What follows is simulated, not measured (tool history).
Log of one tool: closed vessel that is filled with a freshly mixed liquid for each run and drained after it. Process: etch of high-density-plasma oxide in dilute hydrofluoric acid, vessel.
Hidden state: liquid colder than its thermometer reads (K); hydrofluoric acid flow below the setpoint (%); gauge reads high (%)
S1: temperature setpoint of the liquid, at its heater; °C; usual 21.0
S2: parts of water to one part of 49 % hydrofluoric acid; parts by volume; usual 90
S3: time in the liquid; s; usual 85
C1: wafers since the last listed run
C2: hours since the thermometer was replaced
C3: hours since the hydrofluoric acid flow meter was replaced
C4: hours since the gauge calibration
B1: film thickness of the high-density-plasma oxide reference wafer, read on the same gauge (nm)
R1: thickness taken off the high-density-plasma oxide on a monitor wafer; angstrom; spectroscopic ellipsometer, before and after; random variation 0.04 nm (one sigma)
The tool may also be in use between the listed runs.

{"run": 1, "hour": 0.0, "S1": 21.0, "S2": 80, "S3": 85, "C1": 0, "C2": 881.5, "C3": 1533.8, "C4": 559.7, "B1": 39.988, "R1": 49.67}
{"run": 2, "hour": 110.8, "S1": 21.0, "S2": 80, "S3": 85, "C1": 7172, "C2": 992.3, "C3": 1644.6, "C4": 670.5, "B1": 40.017, "R1": 50.21}
{"run": 3, "hour": 143.2, "S1": 21.0, "S2": 90, "S3": 85, "C1": 2097, "C2": 1024.7, "C3": 1677.0, "C4": 702.9, "B1": 39.993, "R1": 43.77}
{"run": 4, "hour": 171.3, "S1": 21.0, "S2": 90, "S3": 85, "C1": 1818, "C2": 1052.8, "C3": 1705.1, "C4": 731.0, "B1": 40.013, "R1": 44.14}
{"run": 5, "hour": 208.8, "S1": 21.0, "S2": 60, "S3": 85, "C1": 2427, "C2": 1090.3, "C3": 1742.6, "C4": 768.5, "B1": 40.01, "R1": 69.27}
{"run": 6, "hour": 275.1, "S1": 21.0, "S2": 60, "S3": 85, "C1": 4291, "C2": 1156.6, "C3": 1808.9, "C4": 834.8, "B1": 40.004, "R1": 68.7}
{"run": 7, "hour": 324.8, "S1": 21.0, "S2": 90, "S3": 85, "C1": 3217, "C2": 1206.3, "C3": 1858.6, "C4": 884.5, "B1": 39.995, "R1": 44.7}
{"hour": 340.2, "done": "gauge calibrated"}
{"run": 8, "hour": 368.6, "S1": 21.0, "S2": 90, "S3": 85, "C1": 2835, "C2": 1250.1, "C3": 1902.4, "C4": 28.4, "B1": 40.004, "R1": 43.73}
{"run": 9, "hour": 407.5, "S1": 21.0, "S2": 90, "S3": 85, "C1": 2518, "C2": 1289.0, "C3": 1941.3, "C4": 67.3, "B1": 40.017, "R1": 43.92}
{"run": 10, "hour": 444.9, "S1": 21.0, "S2": 90, "S3": 85, "C1": 2420, "C2": 1326.4, "C3": 1978.7, "C4": 104.7, "B1": 40.006, "R1": 44.13}
{"run": 11, "hour": 504.9, "S1": 21.0, "S2": 90, "S3": 85, "C1": 3883, "C2": 1386.4, "C3": 2038.7, "C4": 164.7, "B1": 39.99, "R1": 43.73}
{"run": 12, "hour": 536.7, "S1": 21.0, "S2": 105, "S3": 85, "C1": 2058, "C2": 1418.2, "C3": 2070.5, "C4": 196.5, "B1": 39.995, "R1": 37.11}
{"run": 13, "hour": 567.0, "S1": 21.0, "S2": 105, "S3": 85, "C1": 1961, "C2": 1448.5, "C3": 2100.8, "C4": 226.8, "B1": 39.997, "R1": 36.67}
{"hour": 616.3, "done": "hydrofluoric acid flow meter replaced"}
{"run": 14, "hour": 673.6, "S1": 21.0, "S2": 105, "S3": 85, "C1": 6835, "C2": 1555.1, "C3": 57.3, "C4": 333.4, "B1": 39.983, "R1": 36.6}
{"run": 15, "hour": 726.0, "S1": 21.0, "S2": 90, "S3": 85, "C1": 3391, "C2": 1607.5, "C3": 109.7, "C4": 385.8, "B1": 39.978, "R1": 43.82}
{"run": 16, "hour": 779.8, "S1": 25.5, "S2": 90, "S3": 55, "C1": 3482, "C2": 1661.3, "C3": 163.5, "C4": 439.6, "B1": 39.987, "R1": 34.43}
{"hour": 786.5, "done": "thermometer replaced"}
{"run": 17, "hour": 824.1, "S1": 19.0, "S2": 90, "S3": 85, "C1": 2802, "C2": 37.6, "C3": 207.8, "C4": 483.9, "B1": 39.996, "R1": 42.19}
{"run": 18, "hour": 851.2, "S1": 21.0, "S2": 75, "S3": 85, "C1": 1754, "C2": 64.7, "C3": 234.9, "C4": 511.0, "B1": 39.984, "R1": 55.34}
{"run": 19, "hour": 992.2, "S1": 21.0, "S2": 90, "S3": 105, "C1": 9127, "C2": 205.7, "C3": 375.9, "C4": 652.0, "B1": 40.027, "R1": 56.63}
{"run": 20, "hour": 1028.3, "S1": 21.0, "S2": 90, "S3": 85, "C1": 2336, "C2": 241.8, "C3": 412.0, "C4": 688.1, "B1": 39.998, "R1": 45.24}
{"run": 21, "hour": 1082.4, "S1": 21.0, "S2": 90, "S3": 85, "C1": 3502, "C2": 295.9, "C3": 466.1, "C4": 742.2, "B1": 40.018, "R1": 45.7}
{"hour": 1115.6, "done": "gauge calibrated"}
{"run": 22, "hour": 1193.8, "S1": 21.0, "S2": 90, "S3": 85, "C1": 7211, "C2": 407.3, "C3": 577.5, "C4": 78.2, "B1": 40.008, "R1": 45.25}
{"run": 23, "hour": 1225.7, "S1": 22.5, "S2": 90, "S3": 85, "C1": 2064, "C2": 439.2, "C3": 609.4, "C4": 110.1, "B1": 40.0, "R1": 48.04}
{"run": 24, "hour": 1343.4, "S1": 21.0, "S2": 105, "S3": 85, "C1": 7618, "C2": 556.9, "C3": 727.1, "C4": 227.8, "B1": 40.022, "R1": 38.04}
{"run": 25, "hour": 1414.9, "S1": 17.0, "S2": 105, "S3": 55, "C1": 4628, "C2": 628.4, "C3": 798.6, "C4": 299.3, "B1": 39.996, "R1": 20.75}
{"run": 26, "hour": 1452.5, "S1": 21.0, "S2": 75, "S3": 85, "C1": 2433, "C2": 666.0, "C3": 836.2, "C4": 336.9, "B1": 40.013, "R1": 55.45}
{"run": 27, "hour": 1478.8, "S1": 23.5, "S2": 110, "S3": 105, "C1": 1702, "C2": 692.3, "C3": 862.5, "C4": 363.2, "B1": 39.989, "R1": 48.8}
{"run": 28, "hour": 1538.4, "S1": 21.0, "S2": 120, "S3": 115, "C1": 3858, "C2": 751.9, "C3": 922.1, "C4": 422.8, "B1": 39.993, "R1": 43.73}
{"run": 29, "hour": 1565.2, "S1": 21.0, "S2": 135, "S3": 110, "C1": 1734, "C2": 778.7, "C3": 948.9, "C4": 449.6, "B1": 40.037, "R1": 36.55}
{"run": 30, "hour": 1594.1, "S1": 23.5, "S2": 45, "S3": 35, "C1": 1870, "C2": 807.6, "C3": 977.8, "C4": 478.5, "B1": 39.984, "R1": 43.09}
{"run": 31, "hour": 1628.3, "S1": 22.5, "S2": 65, "S3": 70, "C1": 2213, "C2": 841.8, "C3": 1012.0, "C4": 512.7, "B1": 39.985, "R1": 56.68}

4 ways to go on from here, each from the tool as it stands after run 31. What would each give?
{"run": "A", "hour": 1629.0, "S1": 21.0, "S2": 90, "S3": 85, "C1": 45, "C2": 842.5, "C3": 1012.7, "C4": 513.4, "B1": "?", "R1": "?"}
{"run": "B", "hour": 1629.0, "S1": 18.0, "S2": 80, "S3": 115, "C1": 45, "C2": 842.5, "C3": 1012.7, "C4": 513.4, "B1": "?", "R1": "?"}
{"run": "C", "hour": 1629.0, "S1": 22.5, "S2": 120, "S3": 85, "C1": 45, "C2": 842.5, "C3": 1012.7, "C4": 513.4, "B1": "?", "R1": "?"}
{"run": "D", "hour": 1629.0, "S1": 17.0, "S2": 90, "S3": 130, "C1": 45, "C2": 842.5, "C3": 1012.7, "C4": 513.4, "B1": "?", "R1": "?"}

run=A B1=40.030 R1=44.81
run=B B1=40.030 R1=60.82
run=C B1=40.030 R1=34.52
run=D B1=40.030 R1=57.95
Without the tool's hidden state the same runs would have given:
run=A R1=46.08
run=B R1=62.60
run=C R1=35.46
run=D R1=59.65

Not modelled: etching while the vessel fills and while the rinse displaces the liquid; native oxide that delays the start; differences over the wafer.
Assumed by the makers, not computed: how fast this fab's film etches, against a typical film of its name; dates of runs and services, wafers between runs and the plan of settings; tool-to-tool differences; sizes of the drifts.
